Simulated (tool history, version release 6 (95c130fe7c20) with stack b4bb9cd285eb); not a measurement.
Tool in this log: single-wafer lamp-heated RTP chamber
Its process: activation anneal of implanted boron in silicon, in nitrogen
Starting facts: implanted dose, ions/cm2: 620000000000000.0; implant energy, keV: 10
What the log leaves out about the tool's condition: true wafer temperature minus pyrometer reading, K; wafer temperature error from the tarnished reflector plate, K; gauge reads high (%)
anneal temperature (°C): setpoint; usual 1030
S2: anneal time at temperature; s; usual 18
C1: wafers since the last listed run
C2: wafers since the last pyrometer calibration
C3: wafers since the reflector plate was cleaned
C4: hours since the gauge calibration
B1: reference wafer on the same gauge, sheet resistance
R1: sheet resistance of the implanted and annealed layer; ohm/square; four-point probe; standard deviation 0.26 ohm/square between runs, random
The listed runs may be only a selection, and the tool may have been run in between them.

{"run": 1, "hour": 0.0, "anneal temperature (°C)": 1030, "S2": 11, "C1": 0, "C2": 1426, "C3": 623, "C4": 86.6, "B1": 191.95, "R1": 176.53}
{"run": 2, "hour": 13.0, "anneal temperature (°C)": 1030, "S2": 11, "C1": 218, "C2": 1644, "C3": 841, "C4": 99.6, "B1": 191.78, "R1": 175.82}
{"run": 3, "hour": 25.9, "anneal temperature (°C)": 1016, "S2": 18, "C1": 216, "C2": 1861, "C3": 1057, "C4": 112.5, "B1": 191.75, "R1": 175.98}
{"run": 4, "hour": 32.8, "anneal temperature (°C)": 1016, "S2": 18, "C1": 115, "C2": 1977, "C3": 1173, "C4": 119.4, "B1": 191.79, "R1": 175.91}
{"run": 5, "hour": 39.1, "anneal temperature (°C)": 1030, "S2": 10, "C1": 105, "C2": 2082, "C3": 1279, "C4": 125.7, "B1": 191.63, "R1": 175.85}
{"run": 6, "hour": 55.7, "anneal temperature (°C)": 1030, "S2": 18, "C1": 278, "C2": 2361, "C3": 1557, "C4": 142.3, "B1": 191.61, "R1": 174.82}
{"run": 7, "hour": 72.3, "anneal temperature (°C)": 1030, "S2": 18, "C1": 278, "C2": 2639, "C3": 1836, "C4": 158.9, "B1": 191.55, "R1": 174.78}
{"run": 8, "hour": 83.8, "anneal temperature (°C)": 1030, "S2": 18, "C1": 192, "C2": 2832, "C3": 2029, "C4": 170.4, "B1": 191.42, "R1": 174.64}
{"run": 9, "hour": 97.6, "anneal temperature (°C)": 1046, "S2": 18, "C1": 231, "C2": 3063, "C3": 2260, "C4": 184.2, "B1": 191.26, "R1": 173.53}
{"run": 10, "hour": 114.6, "anneal temperature (°C)": 1046, "S2": 18, "C1": 285, "C2": 3349, "C3": 2545, "C4": 201.2, "B1": 191.16, "R1": 173.29}
{"run": 11, "hour": 131.6, "anneal temperature (°C)": 1038, "S2": 18, "C1": 285, "C2": 3634, "C3": 2830, "C4": 218.2, "B1": 191.05, "R1": 173.91}
{"run": 12, "hour": 137.7, "anneal temperature (°C)": 1038, "S2": 18, "C1": 102, "C2": 3736, "C3": 2933, "C4": 224.3, "B1": 190.92, "R1": 174.42}
{"run": 13, "hour": 165.3, "anneal temperature (°C)": 1038, "S2": 18, "C1": 462, "C2": 4199, "C3": 3395, "C4": 251.9, "B1": 190.73, "R1": 173.42}
{"run": 14, "hour": 178.5, "anneal temperature (°C)": 1016, "S2": 13, "C1": 221, "C2": 4420, "C3": 3617, "C4": 265.1, "B1": 190.69, "R1": 176.04}
{"run": 15, "hour": 190.9, "anneal temperature (°C)": 1016, "S2": 13, "C1": 207, "C2": 4628, "C3": 3825, "C4": 277.5, "B1": 190.59, "R1": 175.35}
{"run": 16, "hour": 197.7, "anneal temperature (°C)": 1030, "S2": 18, "C1": 114, "C2": 4742, "C3": 3939, "C4": 284.3, "B1": 190.6, "R1": 173.69}
{"run": 17, "hour": 205.8, "anneal temperature (°C)": 1030, "S2": 18, "C1": 135, "C2": 4878, "C3": 4075, "C4": 292.4, "B1": 190.41, "R1": 173.89}
{"run": 18, "hour": 222.3, "anneal temperature (°C)": 1030, "S2": 18, "C1": 276, "C2": 5155, "C3": 4352, "C4": 308.9, "B1": 190.19, "R1": 173.62}
{"hour": 230.8, "done": "reflector plate cleaned"}
{"run": 19, "hour": 238.1, "anneal temperature (°C)": 1030, "S2": 12, "C1": 130, "C2": 5286, "C3": 122, "C4": 324.7, "B1": 189.94, "R1": 173.96}
{"run": 20, "hour": 246.1, "anneal temperature (°C)": 1053, "S2": 21, "C1": 134, "C2": 5420, "C3": 256, "C4": 332.7, "B1": 189.82, "R1": 171.54}
{"run": 21, "hour": 253.1, "anneal temperature (°C)": 1060, "S2": 18, "C1": 117, "C2": 5537, "C3": 373, "C4": 339.7, "B1": 189.88, "R1": 171.68}
{"hour": 255.9, "done": "gauge calibrated"}
{"run": 22, "hour": 261.6, "anneal temperature (°C)": 1030, "S2": 27, "C1": 142, "C2": 5680, "C3": 516, "C4": 5.7, "B1": 192.02, "R1": 174.2}
{"run": 23, "hour": 283.9, "anneal temperature (°C)": 1051, "S2": 21, "C1": 374, "C2": 6054, "C3": 890, "C4": 28, "B1": 191.93, "R1": 174.16}
{"run": 24, "hour": 319.2, "anneal temperature (°C)": 1059, "S2": 18, "C1": 592, "C2": 6646, "C3": 1482, "C4": 63.3, "B1": 192.09, "R1": 173.36}
{"run": 25, "hour": 329.6, "anneal temperature (°C)": 1030, "S2": 8, "C1": 174, "C2": 6821, "C3": 1656, "C4": 73.7, "B1": 191.83, "R1": 175.95}
{"run": 26, "hour": 343.5, "anneal temperature (°C)": 1030, "S2": 18, "C1": 233, "C2": 7054, "C3": 1890, "C4": 87.6, "B1": 191.87, "R1": 175.17}
{"run": 27, "hour": 354.6, "anneal temperature (°C)": 1001, "S2": 18, "C1": 186, "C2": 7240, "C3": 2076, "C4": 98.7, "B1": 191.88, "R1": 178.46}
{"hour": 383.2, "done": "pyrometer window cleaned and pyrometer calibrated"}
{"run": 28, "hour": 401.1, "anneal temperature (°C)": 1047, "S2": 18, "C1": 645, "C2": 299, "C3": 2722, "C4": 145.2, "B1": 191.59, "R1": 173.48}
{"run": 29, "hour": 412.7, "anneal temperature (°C)": 1059, "S2": 18, "C1": 194, "C2": 494, "C3": 2916, "C4": 156.8, "B1": 191.57, "R1": 172.87}
{"run": 30, "hour": 428.7, "anneal temperature (°C)": 1016, "S2": 26, "C1": 268, "C2": 762, "C3": 3184, "C4": 172.8, "B1": 191.51, "R1": 174.78}
{"run": 31, "hour": 437.7, "anneal temperature (°C)": 1020, "S2": 13, "C1": 150, "C2": 913, "C3": 3335, "C4": 181.8, "B1": 191.41, "R1": 175.84}
{"run": 32, "hour": 446.2, "anneal temperature (°C)": 1030, "S2": 18, "C1": 142, "C2": 1056, "C3": 3478, "C4": 190.3, "B1": 191.39, "R1": 174.65}
{"run": 33, "hour": 459.7, "anneal temperature (°C)": 1011, "S2": 11, "C1": 226, "C2": 1282, "C3": 3704, "C4": 203.8, "B1": 191.31, "R1": 177.24}
{"run": 34, "hour": 474.3, "anneal temperature (°C)": 1022, "S2": 15, "C1": 244, "C2": 1527, "C3": 3949, "C4": 218.4, "B1": 191.11, "R1": 175.66}
{"hour": 484.0, "done": "reflector plate cleaned"}
{"run": 35, "hour": 490.5, "anneal temperature (°C)": 1041, "S2": 15, "C1": 137, "C2": 1665, "C3": 109, "C4": 234.6, "B1": 191, "R1": 174.05}
{"run": 36, "hour": 508.4, "anneal temperature (°C)": 1008, "S2": 18, "C1": 300, "C2": 1965, "C3": 409, "C4": 252.5, "B1": 190.93, "R1": 176.39}
{"run": 37, "hour": 516.4, "anneal temperature (°C)": 1054, "S2": 18, "C1": 134, "C2": 2099, "C3": 543, "C4": 260.5, "B1": 190.83, "R1": 172.93}
{"run": 38, "hour": 524.2, "anneal temperature (°C)": 1012, "S2": 18, "C1": 130, "C2": 2230, "C3": 674, "C4": 268.3, "B1": 190.8, "R1": 175.18}

Each row is a separate what-if for the run after 38, all from the same tool condition, not one after another. Results?
{"run": "A", "hour": 524.6, "anneal temperature (°C)": 1030, "S2": 18, "C1": 6, "C2": 2237, "C3": 681, "C4": 268.7, "B1": "?", "R1": "?"}
{"run": "B", "hour": 524.6, "anneal temperature (°C)": 1006, "S2": 18, "C1": 6, "C2": 2237, "C3": 681, "C4": 268.7, "B1": "?", "R1": "?"}
{"run": "C", "hour": 524.6, "anneal temperature (°C)": 1001, "S2": 15, "C1": 6, "C2": 2237, "C3": 681, "C4": 268.7, "B1": "?", "R1": "?"}

run=A B1=190.82 R1=173.94
run=B B1=190.82 R1=176.23
run=C B1=190.82 R1=177.58
The same runs, with their run-to-run variation unchanged, on a tool lacking any hidden condition would have given:
run=A R1=175.08
run=B R1=177.39
run=C R1=178.75
